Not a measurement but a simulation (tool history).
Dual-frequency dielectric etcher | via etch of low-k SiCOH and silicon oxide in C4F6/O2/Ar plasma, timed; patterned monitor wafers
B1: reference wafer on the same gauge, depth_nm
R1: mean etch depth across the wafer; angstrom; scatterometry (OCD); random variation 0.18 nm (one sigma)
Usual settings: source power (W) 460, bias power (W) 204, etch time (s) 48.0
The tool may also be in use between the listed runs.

Run 1, day 0.000: usual settings; B1 133.0. Result: R1 1168 angstrom.
Run 2, day 1.429: usual settings; B1 133.0. Result: R1 1167 angstrom.
Run 3, day 2.488: usual settings; B1 133.0. Result: R1 1168 angstrom.
At day 3.108: gauge calibrated.
Run 4, day 3.633: usual settings but etch time (s) 43.5; B1 133.0. Result: R1 1058 angstrom.
At day 5.238: bias power generator calibrated.
Run 5, day 5.258: usual settings but etch time (s) 43.5; B1 133.0. Result: R1 1059 angstrom.
Run 6, day 5.942: usual settings; B1 133.0. Result: R1 1168 angstrom.
Run 7, day 6.683: usual settings; B1 133.0. Result: R1 1167 angstrom.
Run 8, day 7.588: usual settings; B1 133.1. Result: R1 1164 angstrom.
Run 9, day 8.538: usual settings but bias power (W) 215; B1 132.9. Result: R1 1179 angstrom.
At day 9.925: wet clean of the chamber.
Run 10, day 9.946: usual settings but etch time (s) 42.5; B1 132.9. Result: R1 1037 angstrom.
At day 12.500: upper electrode replaced.
Run 11, day 12.521: usual settings; B1 132.9. Result: R1 1170 angstrom.
Run 12, day 12.896: usual settings but etch time (s) 36.5; B1 132.9. Result: R1 889 angstrom.
Run 13, day 13.696: usual settings but bias power (W) 244; B1 133.0. Result: R1 1216 angstrom.
Run 14, day 15.104: usual settings but bias power (W) 175; B1 132.9. Result: R1 1130 angstrom.
Run 15, day 16.079: usual settings; B1 133.0. Result: R1 1167 angstrom.
Run 16, day 17.546: usual settings but source power (W) 540, bias power (W) 165; B1 133.0. Result: R1 1186 angstrom.
Run 17, day 18.750: usual settings but etch time (s) 58.0; B1 133.0. Result: R1 1409 angstrom.
Run 18, day 19.625: usual settings but bias power (W) 242; B1 133.0. Result: R1 1210 angstrom.
At day 21.946: source power generator calibrated.
Run 19, day 22.217: usual settings but etch time (s) 60.0; B1 133.1. Result: R1 1451 angstrom.
At day 26.700: gauge calibrated.
At day 27.121: wet clean of the chamber.
Run 20, day 27.142: usual settings but source power (W) 410, bias power (W) 177, etch time (s) 56.0; B1 132.9. Result: R1 1271 angstrom.
Run 21, day 27.333: usual settings but bias power (W) 178, etch time (s) 43.0; B1 133.0. Result: R1 1021 angstrom.
Run 22, day 28.829: usual settings; B1 132.9. Result: R1 1172 angstrom.
Run 23, day 29.354: usual settings but source power (W) 400, bias power (W) 189; B1 133.0. Result: R1 1097 angstrom.
Run 24, day 30.754: usual settings but source power (W) 380, bias power (W) 169; B1 133.0. Result: R1 1049 angstrom.
Run 25, day 32.008: usual settings but bias power (W) 244; B1 133.0. Result: R1 1215 angstrom.
Run 26, day 32.996: usual settings but source power (W) 410, etch time (s) 58.0; B1 133.1. Result: R1 1353 angstrom.
Run 27, day 34.217: usual settings but bias power (W) 154; B1 132.9. Result: R1 1099 angstrom.
Run 28, day 35.258: usual settings but source power (W) 490, bias power (W) 162; B1 133.0. Result: R1 1140 angstrom.
Run 29, day 35.817: usual settings but source power (W) 400, bias power (W) 190, etch time (s) 40.5; B1 133.0. Result: R1 920 angstrom.
Run 30, day 36.754: usual settings; B1 133.1. Result: R1 1166 angstrom.

The same runs without the tool's hidden state, with the same run-to-run variation:
The hidden state here: etch rate over this chamber's usual, %; source power that arrives over what is set, %; bias power that arrives over what is set, %; gauge reads high (%).
run    R1
  1  1171
  2  1171
  3  1172
  4  1063
  5  1066
  6  1175
  7  1175
  8  1173
  9  1188
 10  1039
 11  1173
 12   892
 13  1221
 14  1136
 15  1174
 16  1194
 17  1419
 18  1219
 19  1465
 20  1272
 21  1022
 22  1174
 23  1099
 24  1052
 25  1219
 26  1359
 27  1105
 28  1146
 29   926
 30  1174

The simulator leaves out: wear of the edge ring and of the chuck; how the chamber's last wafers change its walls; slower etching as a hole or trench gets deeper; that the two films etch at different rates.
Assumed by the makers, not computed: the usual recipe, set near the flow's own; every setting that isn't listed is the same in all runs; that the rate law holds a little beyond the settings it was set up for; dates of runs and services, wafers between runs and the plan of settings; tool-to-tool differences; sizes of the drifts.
